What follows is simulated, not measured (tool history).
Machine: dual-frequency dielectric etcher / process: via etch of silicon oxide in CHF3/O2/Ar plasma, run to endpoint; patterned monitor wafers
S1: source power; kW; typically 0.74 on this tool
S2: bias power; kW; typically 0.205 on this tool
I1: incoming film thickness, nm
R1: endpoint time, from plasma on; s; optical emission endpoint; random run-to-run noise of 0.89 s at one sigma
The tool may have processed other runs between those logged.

run	hour	S1	S2	I1	R1
1	0	0.74	0.205	601.6	256.2
2	25.4	0.74	0.205	598.8	254.7
3	69.1	0.74	0.205	590.2	251.4
4	128.4	0.74	0.205	597	252.5
5	171.6	0.74	0.205	595.1	250.1
6	217.6	0.74	0.205	592.2	249
7	252.6	0.74	0.205	590.9	246.8
8	277.3	0.82	0.205	597.4	239.1
# hour 313.3: upper electrode replaced
9	313.8	0.82	0.205	598.1	237.5
10	344.7	0.74	0.173	601.7	267.2
11	371.5	0.74	0.205	593.9	247.4
12	432.5	0.74	0.205	605.2	253.1
# hour 488: wet clean of the chamber
13	490.3	0.74	0.205	600.2	254.5
14	560	0.74	0.205	598.6	252.6
15	631.9	0.74	0.205	597.4	249.1
# hour 657.5: bias power generator calibrated
16	667.2	0.74	0.205	597.1	252.2
17	703.2	0.92	0.234	596.8	215.8
18	737.3	0.59	0.178	599.1	292.8
19	776.6	0.74	0.205	601.6	250.8
20	840.8	0.89	0.205	598.6	229.8
# hour 904.1: source power generator calibrated
21	911.9	0.74	0.175	596	266.3
22	938.8	0.74	0.159	608.2	283.4
# hour 1002.2: wet clean of the chamber
23	1002.7	0.92	0.254	600.4	217.7
24	1063.6	0.74	0.164	593.3	277.1
25	1129.5	0.67	0.189	593.8	274.1
26	1200.1	0.8	0.205	597.3	248.4
27	1240.1	0.74	0.205	596.2	255.4
28	1301.8	0.58	0.155	598.9	318.4
29	1345.3	0.61	0.228	595.2	262.8
30	1406.7	0.74	0.205	594.7	253.5
31	1470.3	0.89	0.219	597.2	226.6
32	1522.2	0.74	0.205	593.3	249.1
# hour 1590.3: wet clean of the chamber
33	1590.8	0.74	0.205	595.3	255
34	1651.5	0.87	0.205	596.1	237.8
35	1679.2	0.89	0.164	600	255.9
36	1720.1	0.58	0.255	600.7	262.8

Each row is a separate what-if for the run after 36, all from the same tool condition, not one after another. Results?
A	1720.6	0.57	0.205	597.4	?
B	1720.6	0.79	0.16	597.4	?
C	1720.6	0.56	0.154	597.4	?

run	R1
A	286.4
B	271.4
C	321.9
The same runs, with their run-to-run variation unchanged, on a tool lacking any hidden condition would have given:
run	R1
A	289.8
B	274.7
C	325.8

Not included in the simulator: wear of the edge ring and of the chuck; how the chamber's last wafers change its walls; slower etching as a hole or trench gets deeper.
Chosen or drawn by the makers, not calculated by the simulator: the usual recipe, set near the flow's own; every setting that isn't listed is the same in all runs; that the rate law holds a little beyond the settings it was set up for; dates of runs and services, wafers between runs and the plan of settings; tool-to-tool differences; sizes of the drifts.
